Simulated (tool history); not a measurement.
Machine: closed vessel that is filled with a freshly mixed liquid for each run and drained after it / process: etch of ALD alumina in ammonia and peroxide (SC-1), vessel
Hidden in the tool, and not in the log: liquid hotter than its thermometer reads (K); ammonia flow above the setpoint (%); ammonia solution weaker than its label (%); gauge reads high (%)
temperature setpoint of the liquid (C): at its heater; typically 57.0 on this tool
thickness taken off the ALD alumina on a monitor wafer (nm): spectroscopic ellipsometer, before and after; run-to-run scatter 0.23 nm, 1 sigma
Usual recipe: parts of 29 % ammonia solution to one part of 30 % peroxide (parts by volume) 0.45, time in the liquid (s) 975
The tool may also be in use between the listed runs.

run     day  temperature setpoint of the liquid (C)  parts of 29 % ammonia solution to one part of 30 % peroxide (parts by volume)  time in the liquid (s)  wafers since the last listed run  hours since the thermometer was replaced  hours since the ammonia flow meter was replaced  hours since the drum of ammonia solution was connected  hours since the gauge calibration  read-back film thickness of the ALD alumina reference wafer, read on the same gauge (nm)  thickness taken off the ALD alumina on a monitor wafer (nm)
  1   0.000                                    57.0                                                                           0.45                     975                                 0                                     866.6                                            650.5                                                   606.7                              529.3                                                                                    139.98                                                        60.88
  2   1.525                                    57.0                                                                           0.45                     975                              1259                                     903.2                                            687.1                                                   643.3                              565.9                                                                                    139.99                                                        60.80
  3   4.733                                    57.0                                                                           0.45                     975                              2649                                     980.2                                            764.1                                                   720.3                              642.9                                                                                    139.99                                                        61.44
  4   7.992                                    57.0                                                                           0.45                     975                              2690                                    1058.4                                            842.3                                                   798.5                              721.1                                                                                    140.00                                                        60.89
  5  12.483                                    62.0                                                                           0.45                    1130                              3708                                    1166.2                                            950.1                                                   906.3                              828.9                                                                                    140.01                                                        92.05
  6  15.875                                    62.0                                                                           0.45                    1130                              2800                                    1247.6                                           1031.5                                                   987.7                              910.3                                                                                    139.99                                                        91.93
  7  18.633                                    62.0                                                                           0.45                    1130                              2277                                    1313.8                                           1097.7                                                  1053.9                              976.5                                                                                    140.01                                                        92.03
  8  21.450                                    57.0                                                                           0.45                     975                              2325                                    1381.4                                           1165.3                                                  1121.5                             1044.1                                                                                    140.00                                                        61.87
     23.829  -- new drum of ammonia solution connected
  9  25.762                                    57.0                                                                           0.45                     975                              3526                                    1484.9                                           1268.8                                                    46.4                             1147.6                                                                                    140.01                                                        62.11
 10  27.983                                    57.0                                                                           0.45                     975                              1833                                    1538.2                                           1322.1                                                    99.7                             1200.9                                                                                    140.01                                                        62.00
 11  29.533                                    57.0                                                                           0.45                     975                              1279                                    1575.4                                           1359.3                                                   136.9                             1238.1                                                                                    140.02                                                        62.00
 12  32.158                                    54.0                                                                           0.45                     715                              2167                                    1638.4                                           1422.3                                                   199.9                             1301.1                                                                                    140.00                                                        38.79
 13  35.621                                    63.5                                                                           0.35                     600                              2859                                    1721.5                                           1505.4                                                   283.0                             1384.2                                                                                    140.00                                                        52.10
 14  37.408                                    57.0                                                                           0.45                     975                              1475                                    1764.4                                           1548.3                                                   325.9                             1427.1                                                                                    139.99                                                        62.56
     37.483  -- thermometer replaced
 15  40.112                                    51.0                                                                           0.60                     560                              2198                                      63.1                                           1613.2                                                   390.8                             1492.0                                                                                    140.03                                                        25.79
     40.742  -- ammonia flow meter replaced
 16  41.646                                    47.5                                                                           0.40                    1465                              1231                                      99.9                                             21.7                                                   427.6                             1528.8                                                                                    139.99                                                        53.01
 17  43.492                                    65.0                                                                           0.35                    1310                              1524                                     144.2                                             66.0                                                   471.9                             1573.1                                                                                    140.00                                                       118.73
 18  46.442                                    57.0                                                                           0.35                     975                              2435                                     215.0                                            136.8                                                   542.7                             1643.9                                                                                    140.00                                                        59.02
     47.954  -- gauge calibrated
 19  48.104                                    64.5                                                                           0.45                     665                              1372                                     254.9                                            176.7                                                   582.6                                3.6                                                                                    139.99                                                        59.91
 20  51.175                                    57.0                                                                           0.45                     975                              2535                                     328.6                                            250.4                                                   656.3                               77.3                                                                                    140.00                                                        60.05
 21  52.792                                    57.0                                                                           0.45                     975                              1334                                     367.4                                            289.2                                                   695.1                              116.1                                                                                    140.00                                                        60.66
 22  56.575                                    61.5                                                                           0.55                    1135                              3124                                     458.2                                            380.0                                                   785.9                              206.9                                                                                    139.99                                                        90.22
 23  60.179                                    51.0                                                                           0.40                    1465                              2976                                     544.7                                            466.5                                                   872.4                              293.4                                                                                    139.99                                                        65.62

Measured result minus the same run's result without the hidden state. Both carry the same run-to-run variation, though not necessarily the same gauge scatter:
run  thickness taken off the ALD alumina on a monitor wafer (nm)
  1                                                        +1.67
  2                                                        +1.72
  3                                                        +1.86
  4                                                        +1.97
  5                                                        +3.11
  6                                                        +3.33
  7                                                        +3.46
  8                                                        +2.51
  9                                                        +2.69
 10                                                        +2.76
 11                                                        +2.82
 12                                                        +1.87
 13                                                        +2.46
 14                                                        +3.15
 15                                                        +0.26
 16                                                        +0.56
 17                                                        +1.29
 18                                                        +0.76
 19                                                        +0.80
 20                                                        +0.97
 21                                                        +1.04
 22                                                        +1.72
 23                                                        +1.49
